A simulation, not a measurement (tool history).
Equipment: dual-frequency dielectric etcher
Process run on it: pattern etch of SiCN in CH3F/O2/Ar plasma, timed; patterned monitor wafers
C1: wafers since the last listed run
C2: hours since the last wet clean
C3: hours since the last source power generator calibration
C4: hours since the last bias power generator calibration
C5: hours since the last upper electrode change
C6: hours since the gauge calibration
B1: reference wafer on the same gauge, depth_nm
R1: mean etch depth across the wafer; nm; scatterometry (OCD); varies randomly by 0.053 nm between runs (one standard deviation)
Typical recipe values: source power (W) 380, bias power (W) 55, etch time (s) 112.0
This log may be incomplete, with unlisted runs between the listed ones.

{"run": 1, "day": 0.0, "source power (W)": 380, "bias power (W)": 55, "etch time (s)": 86.5, "C1": 0, "C2": 154.3, "C3": 1913.4, "C4": 1648.4, "C5": 3793.6, "C6": 347.9, "B1": 35.49, "R1": 26.41}
{"run": 2, "day": 2.004, "source power (W)": 380, "bias power (W)": 55, "etch time (s)": 86.5, "C1": 434, "C2": 202.4, "C3": 1961.5, "C4": 1696.5, "C5": 3841.7, "C6": 396.0, "B1": 35.49, "R1": 26.38}
{"run": 3, "day": 4.117, "source power (W)": 380, "bias power (W)": 55, "etch time (s)": 86.5, "C1": 457, "C2": 253.1, "C3": 2012.2, "C4": 1747.2, "C5": 3892.4, "C6": 446.7, "B1": 35.5, "R1": 26.37}
{"run": 4, "day": 7.083, "source power (W)": 360, "bias power (W)": 49, "etch time (s)": 112.0, "C1": 642, "C2": 324.3, "C3": 2083.4, "C4": 1818.4, "C5": 3963.6, "C6": 517.9, "B1": 35.52, "R1": 32.33}
{"run": 5, "day": 8.2, "source power (W)": 380, "bias power (W)": 55, "etch time (s)": 112.0, "C1": 241, "C2": 351.1, "C3": 2110.2, "C4": 1845.2, "C5": 3990.4, "C6": 544.7, "B1": 35.5, "R1": 34.21}
{"run": 6, "day": 9.288, "source power (W)": 380, "bias power (W)": 55, "etch time (s)": 112.0, "C1": 235, "C2": 377.2, "C3": 2136.3, "C4": 1871.3, "C5": 4016.5, "C6": 570.8, "B1": 35.51, "R1": 34.33}
{"day": 11.058, "done": "source power generator calibrated"}
{"run": 7, "day": 11.838, "source power (W)": 380, "bias power (W)": 55, "etch time (s)": 112.0, "C1": 516, "C2": 438.4, "C3": 18.7, "C4": 1932.5, "C5": 4077.7, "C6": 632.0, "B1": 35.5, "R1": 34.82}

Run 8 has not been measured yet. What should we expect?
{"run": 8, "day": 14.054, "source power (W)": 320, "bias power (W)": 55, "etch time (s)": 112.0, "C1": 480, "C2": 491.6, "C3": 71.9, "C4": 1985.7, "C5": 4130.9, "C6": 685.2, "B1": "?", "R1": "?"}

B1: 35.52
R1: 32.66 nm
With the hidden condition absent and the run-to-run variation left alone, this run would have shown R1 33.30 nm.
